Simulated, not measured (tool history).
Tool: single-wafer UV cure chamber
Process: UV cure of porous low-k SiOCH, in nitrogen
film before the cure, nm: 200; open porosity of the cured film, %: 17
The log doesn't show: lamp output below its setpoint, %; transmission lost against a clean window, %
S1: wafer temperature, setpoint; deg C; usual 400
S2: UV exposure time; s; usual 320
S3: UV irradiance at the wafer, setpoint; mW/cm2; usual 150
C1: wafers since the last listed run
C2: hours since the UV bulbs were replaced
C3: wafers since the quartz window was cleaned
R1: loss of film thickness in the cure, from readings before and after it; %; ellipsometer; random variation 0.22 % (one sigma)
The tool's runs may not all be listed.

run	hour	S1	S2	S3	C1	C2	C3	R1
1	0.0	400	320	130	0	1734.9	892	13.515
2	13.1	400	320	150	50	1748.0	943	14.008
3	22.0	400	320	150	34	1756.9	978	14.286
4	34.8	400	320	150	49	1769.7	1027	14.037
5	52.7	400	320	150	69	1787.6	1097	14.317
6	62.8	400	320	150	39	1797.7	1136	13.988
7	75.6	400	320	150	49	1810.5	1186	14.283
8	84.9	400	320	150	36	1819.8	1222	14.237
9	95.8	410	320	150	42	1830.7	1264	14.270
10	108.7	410	320	150	50	1843.6	1314	14.365
11	117.7	410	320	150	34	1852.6	1349	14.184
12	132.7	400	320	150	58	1867.6	1408	14.292
13	144.3	400	320	150	45	1879.2	1453	13.925
# hour 154.1: quartz window cleaned
# hour 161.9: UV bulbs replaced
14	162.4	400	320	150	8	0.5	2	14.907
15	173.4	406	320	150	42	11.5	44	15.292
16	180.6	400	320	150	27	18.7	72	15.355
17	186.7	400	320	150	23	24.8	96	15.433
18	193.7	400	320	150	27	31.8	123	14.845
19	210.7	400	320	150	66	48.8	189	14.925
20	218.7	400	320	150	31	56.8	220	14.636
21	229.7	400	320	150	42	67.8	263	14.974
22	244.3	383	465	178	56	82.4	320	16.900
23	257.0	400	320	150	49	95.1	369	15.023
24	263.1	384	320	186	23	101.2	393	15.337
25	275.9	391	320	122	49	114.0	442	13.449
26	283.9	415	320	165	31	122.0	473	15.237
27	291.1	400	320	150	27	129.2	501	14.223
28	303.7	408	155	134	48	141.8	550	10.549
29	318.1	400	320	150	55	156.2	606	14.457
30	336.0	400	320	150	69	174.1	676	14.350
31	347.9	408	230	164	46	186.0	722	13.502
32	362.6	400	320	180	57	200.7	779	15.203
33	371.6	400	320	150	34	209.7	814	14.022
34	388.2	400	140	150	64	226.3	878	10.477
35	401.0	400	320	122	49	239.1	928	13.705
36	407.3	407	240	150	24	245.4	953	13.186
37	421.3	410	320	150	54	259.4	1007	14.246
38	436.9	400	320	124	60	275.0	1067	13.378
39	444.5	414	200	150	29	282.6	1097	12.007

Some steps in R1 between neighbouring runs. How much of each would the tool show without its hidden state too (settings, what came in, random variation), and how much is left for the hidden state, with any gauge scatter that isn't in both results?
Run 13 -> 14: quartz window cleaned, UV bulbs replaced. R1 +0.982 %: hidden state +0.939, all else +0.043.
Run 27 -> 28: S1 400 -> 408, S2 320 -> 155, S3 150 -> 134. R1 -3.674 %: hidden state +0.008, all else -3.682.
Run 28 -> 29: S1 408 -> 400, S2 155 -> 320, S3 134 -> 150. R1 +3.908 %: hidden state -0.099, all else +4.007.
Run 33 -> 34: S2 320 -> 140. R1 -3.545 %: hidden state +0.016, all else -3.561.
Run 34 -> 35: S2 140 -> 320, S3 150 -> 122. R1 +3.228 %: hidden state -0.102, all else +3.330.

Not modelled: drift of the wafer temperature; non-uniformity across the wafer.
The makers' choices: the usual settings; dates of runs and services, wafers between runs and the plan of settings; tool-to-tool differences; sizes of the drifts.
